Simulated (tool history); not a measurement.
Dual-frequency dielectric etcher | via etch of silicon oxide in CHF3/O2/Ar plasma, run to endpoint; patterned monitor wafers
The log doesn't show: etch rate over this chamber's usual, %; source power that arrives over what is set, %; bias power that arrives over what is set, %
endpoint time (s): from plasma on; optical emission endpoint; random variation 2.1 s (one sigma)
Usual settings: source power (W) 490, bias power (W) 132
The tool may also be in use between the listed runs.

run	hour	source power (W)	bias power (W)	wafers since the last listed run	hours since the last wet clean	hours since the last source power generator calibration	hours since the last bias power generator calibration	hours since the last upper electrode change	incoming incoming film thickness, nm	endpoint time (s)
1	0	410	132	0	345.2	3936.4	2439.8	4486.6	420.6	272.9
2	59.2	410	132	243	404.4	3995.6	2499	4545.8	424.3	274.2
# hour 101.8: wet clean of the chamber
3	106.7	430	132	96	4.9	4043.1	2546.5	4593.3	425.1	277.2
4	139.3	490	132	134	37.5	4075.7	2579.1	4625.9	425.1	258.7
5	164.7	490	132	104	62.9	4101.1	2604.5	4651.3	428.8	256.6
6	209	490	116	182	107.2	4145.4	2648.8	4695.6	423.5	260.6
7	266.5	490	116	236	164.7	4202.9	2706.3	4753.1	422.9	258.9
# hour 336.1: upper electrode replaced
8	336.6	490	132	189	234.8	4273	2776.4	0.5	425.1	252
9	376.5	490	132	164	274.7	4312.9	2816.3	40.4	421.8	247
10	440.9	490	132	265	339.1	4377.3	2880.7	104.8	425.7	249.8
11	475.5	490	132	142	373.7	4411.9	2915.3	139.4	424.9	248.6
# hour 543.6: wet clean of the chamber
12	546	490	132	191	2.4	4482.4	2985.8	209.9	425.3	257.7
# hour 573.9: source power generator calibrated
13	591.9	490	132	172	48.3	18	3031.7	255.8	421.6	251.9
14	649.5	540	132	237	105.9	75.6	3089.3	313.4	421.9	239.8
15	694.3	590	101	184	150.7	120.4	3134.1	358.2	424.9	247.1
16	721.1	490	132	110	177.5	147.2	3160.9	385	428	253.8
17	765.5	440	103	182	221.9	191.6	3205.3	429.4	426.3	288.9
# hour 777.6: bias power generator calibrated
18	808.8	430	145	161	265.2	234.9	31.2	472.7	426.4	263.2
19	854.5	600	145	188	310.9	280.6	76.9	518.4	423.4	217.8
20	881	570	132	109	337.4	307.1	103.4	544.9	424.8	227.9
21	908	570	162	111	364.4	334.1	130.4	571.9	420.4	213.3
22	968.1	400	118	247	424.5	394.2	190.5	632	420.1	276.6
23	1016.8	420	118	200	473.2	442.9	239.2	680.7	424.3	272.4

The tool's hidden state at each run:
source power that arrives over what is set, %: 0 in every run
bias power that arrives over what is set, %: 0 in every run
H1: etch rate over this chamber's usual, %
run	H1
1	2.66
2	3.16
3	0.0791
4	0.354
5	0.569
6	0.943
7	1.43
8	2.02
9	2.36
10	2.9
11	3.19
12	0.271
13	0.658
14	1.14
15	1.52
16	1.75
17	2.12
18	2.49
19	2.88
20	3.1
21	3.33
22	3.83
23	4.25
